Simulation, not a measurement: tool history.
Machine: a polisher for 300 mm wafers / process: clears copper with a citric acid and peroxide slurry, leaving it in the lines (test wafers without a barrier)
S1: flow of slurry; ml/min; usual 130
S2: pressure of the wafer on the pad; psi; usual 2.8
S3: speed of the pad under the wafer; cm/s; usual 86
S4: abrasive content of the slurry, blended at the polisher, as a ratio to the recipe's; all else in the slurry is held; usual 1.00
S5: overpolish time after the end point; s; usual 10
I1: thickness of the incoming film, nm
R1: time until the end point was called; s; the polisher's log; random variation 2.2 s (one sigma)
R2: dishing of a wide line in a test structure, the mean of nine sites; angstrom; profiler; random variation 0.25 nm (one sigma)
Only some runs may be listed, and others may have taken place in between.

run	hour	S1	S2	S3	S4	S5	I1	R1	R2
1	0.0	165	2.8	86	1.00	10	242.9	133.9	149
2	11.4	165	2.8	86	1.00	10	239.8	131.7	143
3	28.2	165	2.8	86	1.00	10	234.8	127.3	145
4	46.1	110	2.8	86	1.00	10	237.8	144.4	131
5	57.8	110	2.8	86	1.00	10	237.0	142.3	127
6	72.3	110	2.8	86	1.00	10	238.7	146.1	129
# hour 80.5: slurry nozzle cleaned
7	87.3	130	2.8	86	1.00	10	237.4	142.5	131
8	94.6	130	2.0	78	1.00	12	241.9	225.8	106
9	104.1	95	2.8	86	1.00	10	237.8	156.4	121
10	114.0	130	2.8	86	1.00	10	237.3	148.4	126
# hour 122.4: worn pad replaced by a new one
# hour 124.5: head pressure recalibrated
11	125.0	130	2.8	86	1.00	10	241.1	150.0	128
# hour 133.0: slurry blender recalibrated
12	133.5	110	2.8	86	1.00	10	236.5	157.3	124
13	147.1	130	2.1	104	1.00	13	237.4	164.2	145
14	159.4	130	2.8	86	1.00	10	241.2	161.5	128
15	170.0	90	2.8	86	1.00	6	240.8	172.1	73
16	184.3	130	2.5	102	1.00	10	237.2	143.8	131
17	199.5	165	3.2	102	1.00	13	240.4	112.9	206
18	252.0	90	3.4	86	0.70	10	242.8	155.6	129
19	260.1	130	2.8	86	1.00	10	235.1	162.3	120
20	269.6	130	2.8	86	1.00	10	242.0	166.0	115
21	277.7	105	2.3	106	1.00	10	239.6	172.0	116
22	291.0	150	2.8	102	1.00	5	242.8	137.9	72
23	306.9	130	2.5	102	1.00	10	240.2	160.1	121
# hour 313.6: worn pad replaced by a new one
24	322.6	130	2.8	86	1.00	8	244.4	147.8	108
25	363.6	130	2.8	86	1.00	10	240.9	145.6	130
26	373.6	160	2.8	116	1.10	15	237.7	105.6	242
27	385.6	130	3.4	110	1.00	14	244.6	99.9	263
28	398.8	130	3.4	86	1.30	8	239.9	119.7	126
29	407.1	130	2.3	86	0.85	7	240.4	184.9	73

Same runs, no hidden state in the tool, same run-to-run variation:
The tool's hidden condition here consists of: removal rate lost through wear of the pad, %; slurry flow missing at the pad, %; deviation of the head's pressure from its setpoint, %; abrasive missing from the slurry, %.
run	R1	R2
1	145.6	138
2	142.0	133
3	135.6	137
4	151.8	125
5	148.4	122
6	150.7	125
7	145.3	129
8	228.6	104
9	157.5	120
10	148.2	126
11	146.1	131
12	152.7	128
13	158.3	150
14	154.7	133
15	164.1	76
16	136.1	138
17	105.9	218
18	141.7	140
19	147.1	131
20	149.5	127
21	154.2	129
22	122.5	80
23	140.8	137
24	152.2	105
25	146.5	129
26	105.6	242
27	99.2	264
28	118.0	128
29	181.1	74

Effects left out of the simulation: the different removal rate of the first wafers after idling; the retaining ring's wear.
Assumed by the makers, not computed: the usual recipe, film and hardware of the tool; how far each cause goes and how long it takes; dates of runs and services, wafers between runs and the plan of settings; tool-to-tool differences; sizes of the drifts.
